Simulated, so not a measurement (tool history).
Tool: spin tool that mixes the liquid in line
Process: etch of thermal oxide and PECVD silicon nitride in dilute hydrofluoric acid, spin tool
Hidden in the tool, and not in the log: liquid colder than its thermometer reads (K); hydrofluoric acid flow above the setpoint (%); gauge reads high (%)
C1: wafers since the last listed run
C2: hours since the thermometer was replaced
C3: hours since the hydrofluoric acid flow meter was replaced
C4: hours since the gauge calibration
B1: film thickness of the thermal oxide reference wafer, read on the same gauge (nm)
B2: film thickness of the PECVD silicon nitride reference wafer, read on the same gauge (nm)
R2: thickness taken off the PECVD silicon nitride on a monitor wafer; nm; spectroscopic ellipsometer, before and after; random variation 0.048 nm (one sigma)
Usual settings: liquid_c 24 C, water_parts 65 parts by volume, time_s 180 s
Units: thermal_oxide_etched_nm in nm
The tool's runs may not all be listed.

run 1 day=0 | liquid_c=27.5 water_parts=50 time_s=180 | C1=0 C2=950 C3=1883.4 C4=867.3 | B1=90 B2=120.01 | thermal_oxide_etched_nm=19.49 R2=13.21
-- day=0.292 thermometer replaced
run 2 day=0.538 | liquid_c=24 water_parts=65 time_s=180 | C1=72 C2=5.9 C3=1896.3 C4=880.2 | B1=90.01 B2=120.01 | thermal_oxide_etched_nm=13.72 R2=9.18
run 3 day=1.138 | liquid_c=24 water_parts=65 time_s=180 | C1=87 C2=20.3 C3=1910.7 C4=894.6 | B1=90 B2=120 | thermal_oxide_etched_nm=13.54 R2=9.09
run 4 day=1.958 | liquid_c=24 water_parts=45 time_s=180 | C1=119 C2=40 C3=1930.4 C4=914.3 | B1=90.01 B2=120 | thermal_oxide_etched_nm=19.98 R2=12.94
run 5 day=2.521 | liquid_c=24 water_parts=45 time_s=180 | C1=82 C2=53.5 C3=1943.9 C4=927.8 | B1=90 B2=120.01 | thermal_oxide_etched_nm=20.14 R2=12.92
run 6 day=3.917 | liquid_c=24 water_parts=95 time_s=180 | C1=203 C2=87 C3=1977.4 C4=961.3 | B1=89.99 B2=119.98 | thermal_oxide_etched_nm=8.88 R2=6.2
-- day=4.779 gauge calibrated
run 7 day=4.979 | liquid_c=24 water_parts=65 time_s=180 | C1=155 C2=112.5 C3=2002.9 C4=4.8 | B1=90 B2=120 | thermal_oxide_etched_nm=13.44 R2=8.98
run 8 day=5.592 | liquid_c=24 water_parts=65 time_s=95 | C1=89 C2=127.2 C3=2017.6 C4=19.5 | B1=90 B2=119.99 | thermal_oxide_etched_nm=7.09 R2=4.77
run 9 day=6.121 | liquid_c=24 water_parts=65 time_s=180 | C1=77 C2=139.9 C3=2030.3 C4=32.2 | B1=90.01 B2=120 | thermal_oxide_etched_nm=13.46 R2=8.99
run 10 day=7.375 | liquid_c=22.5 water_parts=40 time_s=285 | C1=183 C2=170 C3=2060.4 C4=62.3 | B1=90.01 B2=120.03 | thermal_oxide_etched_nm=33.76 R2=20.75
-- day=7.875 hydrofluoric acid flow meter replaced
run 11 day=8.175 | liquid_c=24 water_parts=65 time_s=285 | C1=110 C2=189.2 C3=7.2 C4=81.5 | B1=89.99 B2=120.01 | thermal_oxide_etched_nm=21.07 R2=14.19
run 12 day=8.833 | liquid_c=26.5 water_parts=75 time_s=135 | C1=96 C2=205 C3=23 C4=97.3 | B1=90.01 B2=120 | thermal_oxide_etched_nm=9.47 R2=6.91
run 13 day=9.529 | liquid_c=22 water_parts=55 time_s=180 | C1=101 C2=221.7 C3=39.7 C4=114 | B1=90.01 B2=120 | thermal_oxide_etched_nm=14.92 R2=9.17
run 14 day=10.3 | liquid_c=24 water_parts=65 time_s=100 | C1=112 C2=240.2 C3=58.2 C4=132.5 | B1=90.01 B2=119.99 | thermal_oxide_etched_nm=7.38 R2=4.96
run 15 day=11.229 | liquid_c=25.5 water_parts=85 time_s=180 | C1=135 C2=262.5 C3=80.5 C4=154.8 | B1=89.99 B2=120.03 | thermal_oxide_etched_nm=10.55 R2=7.49
run 16 day=12.108 | liquid_c=24 water_parts=65 time_s=180 | C1=128 C2=283.6 C3=101.6 C4=175.9 | B1=89.99 B2=119.98 | thermal_oxide_etched_nm=13.36 R2=8.79
run 17 day=13.15 | liquid_c=21 water_parts=50 time_s=240 | C1=152 C2=308.6 C3=126.6 C4=200.9 | B1=90.01 B2=120.01 | thermal_oxide_etched_nm=20.61 R2=12.37
run 18 day=14.475 | liquid_c=24 water_parts=65 time_s=180 | C1=193 C2=340.4 C3=158.4 C4=232.7 | B1=89.99 B2=120.01 | thermal_oxide_etched_nm=13.27 R2=8.81
run 19 day=15.788 | liquid_c=24 water_parts=65 time_s=180 | C1=191 C2=371.9 C3=189.9 C4=264.2 | B1=89.99 B2=120.02 | thermal_oxide_etched_nm=13.29 R2=8.8
run 20 day=17.233 | liquid_c=21 water_parts=65 time_s=180 | C1=211 C2=406.6 C3=224.6 C4=298.9 | B1=90.01 B2=120.03 | thermal_oxide_etched_nm=11.68 R2=7.08
run 21 day=17.771 | liquid_c=24 water_parts=45 time_s=150 | C1=78 C2=419.5 C3=237.5 C4=311.8 | B1=90.01 B2=119.99 | thermal_oxide_etched_nm=16.42 R2=10.37
run 22 day=18.362 | liquid_c=22.5 water_parts=80 time_s=240 | C1=86 C2=433.7 C3=251.7 C4=326 | B1=90 B2=119.98 | thermal_oxide_etched_nm=13.18 R2=8.49
run 23 day=19.554 | liquid_c=24 water_parts=65 time_s=180 | C1=174 C2=462.3 C3=280.3 C4=354.6 | B1=89.99 B2=120 | thermal_oxide_etched_nm=13.22 R2=8.64
run 24 day=20.775 | liquid_c=24 water_parts=45 time_s=180 | C1=178 C2=491.6 C3=309.6 C4=383.9 | B1=89.99 B2=120.03 | thermal_oxide_etched_nm=19.55 R2=12.34
run 25 day=21.892 | liquid_c=25.5 water_parts=65 time_s=180 | C1=163 C2=518.4 C3=336.4 C4=410.7 | B1=90 B2=119.98 | thermal_oxide_etched_nm=14.08 R2=9.56
run 26 day=23.362 | liquid_c=24 water_parts=65 time_s=180 | C1=214 C2=553.7 C3=371.7 C4=446 | B1=90 B2=120 | thermal_oxide_etched_nm=13.03 R2=8.53

Forecast each of these 4 alternatives for the next run:
run A day=23.383 | liquid_c=24 water_parts=65 time_s=180 | C1=3 C2=554.2 C3=372.2 C4=446.5 | B1=? B2=? | thermal_oxide_etched_nm=? R2=?
run B day=23.383 | liquid_c=21.5 water_parts=65 time_s=95 | C1=3 C2=554.2 C3=372.2 C4=446.5 | B1=? B2=? | thermal_oxide_etched_nm=? R2=?
run C day=23.383 | liquid_c=21.5 water_parts=65 time_s=105 | C1=3 C2=554.2 C3=372.2 C4=446.5 | B1=? B2=? | thermal_oxide_etched_nm=? R2=?
run D day=23.383 | liquid_c=19 water_parts=55 time_s=85 | C1=3 C2=554.2 C3=372.2 C4=446.5 | B1=? B2=? | thermal_oxide_etched_nm=? R2=?

run=A B1=90 B2=119.99 thermal_oxide_etched_nm=13.14 R2=8.5
run=B B1=90 B2=119.99 thermal_oxide_etched_nm=6.25 R2=3.78
run=C B1=90 B2=119.99 thermal_oxide_etched_nm=6.91 R2=4.18
run=D B1=90 B2=119.99 thermal_oxide_etched_nm=6.01 R2=3.34
Without the tool's hidden state the same runs would have given:
run=A thermal_oxide_etched_nm=13.84 R2=9.25
run=B thermal_oxide_etched_nm=6.59 R2=4.12
run=C thermal_oxide_etched_nm=7.28 R2=4.56
run=D thermal_oxide_etched_nm=6.35 R2=3.65
